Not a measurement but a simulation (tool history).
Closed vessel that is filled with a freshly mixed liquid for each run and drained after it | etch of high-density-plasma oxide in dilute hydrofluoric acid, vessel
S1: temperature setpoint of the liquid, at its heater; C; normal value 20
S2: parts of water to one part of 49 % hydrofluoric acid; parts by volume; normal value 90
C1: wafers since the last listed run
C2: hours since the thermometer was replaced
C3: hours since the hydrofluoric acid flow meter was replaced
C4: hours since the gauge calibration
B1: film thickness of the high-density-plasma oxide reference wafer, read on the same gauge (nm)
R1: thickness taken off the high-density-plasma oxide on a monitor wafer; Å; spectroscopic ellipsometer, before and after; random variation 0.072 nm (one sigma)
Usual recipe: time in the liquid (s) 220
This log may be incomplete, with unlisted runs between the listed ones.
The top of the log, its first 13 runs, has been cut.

Run 14, hour 680: usual settings; C1 7843; C2 288.7; C3 1691.3; C4 411.3; B1 150. Result: R1 129 Å.
Run 15, hour 742: usual settings but S1 21.5 C; C1 7447; C2 350.7; C3 1753.3; C4 473.3; B1 150.01. Result: R1 137.1 Å.
Run 16, hour 778.6: usual settings; C1 4396; C2 387.3; C3 1789.9; C4 509.9; B1 149.99. Result: R1 128.8 Å.
Run 17, hour 836: usual settings but S1 17 C, S2 110 parts by volume, time in the liquid (s) 295; C1 6894; C2 444.7; C3 1847.3; C4 567.3; B1 150. Result: R1 121.3 Å.
Run 18, hour 907.5: usual settings; C1 8588; C2 516.2; C3 1918.8; C4 638.8; B1 149.98. Result: R1 127.6 Å.
Run 19, hour 943.3: usual settings but S1 21.5 C, S2 105 parts by volume, time in the liquid (s) 300; C1 4300; C2 552; C3 1954.6; C4 674.6; B1 149.95. Result: R1 156 Å.
Run 20, hour 983.7: usual settings but S1 23.5 C, S2 105 parts by volume, time in the liquid (s) 330; C1 4852; C2 592.4; C3 1995; C4 715; B1 150. Result: R1 185.9 Å.
At hour 995.7: hydrofluoric acid flow meter replaced.
Run 21, hour 1169.4: usual settings but S1 17 C, S2 130 parts by volume, time in the liquid (s) 95; C1 22185; C2 778.1; C3 173.7; C4 900.7; B1 149.99. Result: R1 34.1 Å.
Run 22, hour 1211.4: usual settings; C1 5044; C2 820.1; C3 215.7; C4 942.7; B1 149.96. Result: R1 135.8 Å.
Run 23, hour 1245.5: usual settings but time in the liquid (s) 315; C1 4096; C2 854.2; C3 249.8; C4 976.8; B1 150. Result: R1 193.4 Å.
Run 24, hour 1306.6: usual settings but S1 17 C, S2 70 parts by volume, time in the liquid (s) 105; C1 7339; C2 915.3; C3 310.9; C4 1037.9; B1 150.02. Result: R1 75.4 Å.
Run 25, hour 1362.7: usual settings but S2 110 parts by volume; C1 6738; C2 971.4; C3 367; C4 1094; B1 150.04. Result: R1 108 Å.
Run 26, hour 1387.7: usual settings but S2 130 parts by volume; C1 3002; C2 996.4; C3 392; C4 1119; B1 150.02. Result: R1 89.1 Å.
Run 27, hour 1417.1: usual settings but time in the liquid (s) 150; C1 3531; C2 1025.8; C3 421.4; C4 1148.4; B1 150. Result: R1 91.3 Å.
Run 28, hour 1457.6: usual settings but S2 70 parts by volume; C1 4864; C2 1066.3; C3 461.9; C4 1188.9; B1 150.03. Result: R1 175.5 Å.
Run 29, hour 1514.4: usual settings; C1 6822; C2 1123.1; C3 518.7; C4 1245.7; B1 150. Result: R1 133.1 Å.
Run 30, hour 1574.9: usual settings but S1 23 C; C1 7267; C2 1183.6; C3 579.2; C4 1306.2; B1 150.05. Result: R1 150.6 Å.
Run 31, hour 1634.5: usual settings but S2 105 parts by volume; C1 7159; C2 1243.2; C3 638.8; C4 1365.8; B1 149.99. Result: R1 112.5 Å.
Run 32, hour 1700.3: usual settings but S2 80 parts by volume, time in the liquid (s) 335; C1 7903; C2 1309; C3 704.6; C4 1431.6; B1 150. Result: R1 232.1 Å.
Run 33, hour 1771.7: usual settings but S2 65 parts by volume; C1 8576; C2 1380.4; C3 776; C4 1503; B1 150.01. Result: R1 189.9 Å.

Predict each of these 3 candidate next runs independently; none follows another, all start after run 33:
Run A, hour 1772.4: usual settings; C1 84; C2 1381.1; C3 776.7; C4 1503.7; B1 ?. Result: R1 ?.
Run B, hour 1772.4: usual settings but S2 120 parts by volume, time in the liquid (s) 285; C1 84; C2 1381.1; C3 776.7; C4 1503.7; B1 ?. Result: R1 ?.
Run C, hour 1772.4: usual settings but S1 22 C, S2 70 parts by volume, time in the liquid (s) 335; C1 84; C2 1381.1; C3 776.7; C4 1503.7; B1 ?. Result: R1 ?.

run      B1     R1
  A  150.01  132.8
  B  150.01  124.7
  C  150.01  289.2
With no hidden state in the tool, these same runs would have given:
run     R1
  A  136.9
  B  128.7
  C  298.1
